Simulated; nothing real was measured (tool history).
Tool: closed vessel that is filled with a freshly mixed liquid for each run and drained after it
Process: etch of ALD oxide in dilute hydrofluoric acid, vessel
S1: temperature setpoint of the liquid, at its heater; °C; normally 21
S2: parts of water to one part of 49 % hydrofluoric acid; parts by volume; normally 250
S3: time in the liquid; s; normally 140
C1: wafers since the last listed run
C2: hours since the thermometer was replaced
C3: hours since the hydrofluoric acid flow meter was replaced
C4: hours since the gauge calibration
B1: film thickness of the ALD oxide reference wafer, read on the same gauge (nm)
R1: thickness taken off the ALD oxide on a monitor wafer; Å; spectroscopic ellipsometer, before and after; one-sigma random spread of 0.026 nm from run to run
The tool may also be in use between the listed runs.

run    hour    S1   S2   S3    C1      C2      C3      C4      B1     R1
  1       0    21  275  140     0   423.1    2124  2396.7  32.083  36.86
  2    57.1    21  225  165  3837   480.2  2181.1  2453.8  32.158  56.09
  3    83.2    21  225  165  1753   506.3  2207.2  2479.9   32.15  56.67
      109.6  -- gauge calibrated
  4   131.9    21  250  140  3272     555  2255.9    22.3  29.945  38.99
  5   164.5    21  190  140  2190   587.6  2288.5    54.9  29.972  54.59
      219.8  -- hydrofluoric acid flow meter replaced
  6   228.4    21  250  140  4226   651.5     8.6   118.8  29.978  39.52
  7   254.9    21  250  140  1780     678    35.1   145.3  29.989  39.08
  8   288.1    21  250  140  2231   711.2    68.3   178.5  29.998  38.74
  9     355    21  250  140  4495   778.1   135.2   245.4  29.974  39.35
 10   404.4    21  250  140  3319   827.5   184.6   294.8  29.992  38.73
 11   439.4    21  250  140  2352   862.5   219.6   329.8  29.988  39.32
 12   483.9    21  250  140  2990     907   264.1   374.3  30.046  38.98
 13   534.2    21  250  140  3380   957.3   314.4   424.6  30.038  39.13
 14   580.6    21  250  140  3118  1003.7   360.8     471  30.066  39.28
 15   647.6  23.5  190  185  4502  1070.7   427.8     538  30.043  79.36
      687.4  -- thermometer replaced
 16   704.9    21  250  140  3783    17.5   485.1   595.3  30.089   39.3
 17   749.9    24  175   60  3024    62.5   530.1   640.3   30.14  29.07
 18   799.6    26  165   85  3339   112.2   579.8     690  30.133  48.18
 19   868.3    21  250  105  4616   180.9   648.5   758.7  30.147  29.48
 20   936.7    21  320  140  4596   249.3   716.9   827.1  30.219  28.68
 21   980.1  18.5  200   70  2916   292.7   760.3   870.5  30.263  23.61
 22  1008.5    21  250  140  1908   321.1   788.7   898.9  30.299  39.76
 23  1048.1  18.5  130  140  2661   360.7   828.3   938.5  30.304  78.74
 24  1110.3    21  305  140  4179   422.9   890.5  1000.7  30.333  30.77
 25  1168.5    21  365   75  3911   481.1   948.7  1058.9  30.369  13.05
 26  1215.3  19.5  205  195  3145   527.9   995.5  1105.7  30.434  66.49
 27  1257.2    21  180   95  2815   569.8  1037.4  1147.6  30.439  39.67
 28  1323.2    21  225  165  4435   635.8  1103.4  1213.6  30.483  53.33
 29  1388.8    17  150  220  4408   701.4    1169  1279.2  30.579  98.24
 30  1445.4  22.5  375   95  3803     758  1225.6  1335.8  30.617  16.89
 31  1513.8    21  150  140  4596   826.4    1294  1404.2  30.679  74.16
 32  1556.7    21  250  140  2882   869.3  1336.9  1447.1  30.764   40.2
 33  1581.3  19.5  370  200  1653   893.9  1361.5  1471.7  30.721  32.75

Forecast each of these 5 alternatives for the next run:
  A  1582  17.5  250  140  47  894.6  1362.2  1472.4   ?   ?
  B  1582    17  220   95  47  894.6  1362.2  1472.4   ?   ?
  C  1582    21  250  110  47  894.6  1362.2  1472.4   ?   ?
  D  1582    21  250   95  47  894.6  1362.2  1472.4   ?   ?
  E  1582    24  155  140  47  894.6  1362.2  1472.4   ?   ?

run      B1     R1
  A  30.789  35.67
  B  30.789   27.7
  C  30.789     32
  D  30.789  27.64
  E  30.789  81.15
With the hidden condition removed and each run's random variation left untouched, the same runs would have given:
run     R1
  A  34.79
  B  27.02
  C   31.2
  D  26.95
  E  79.13
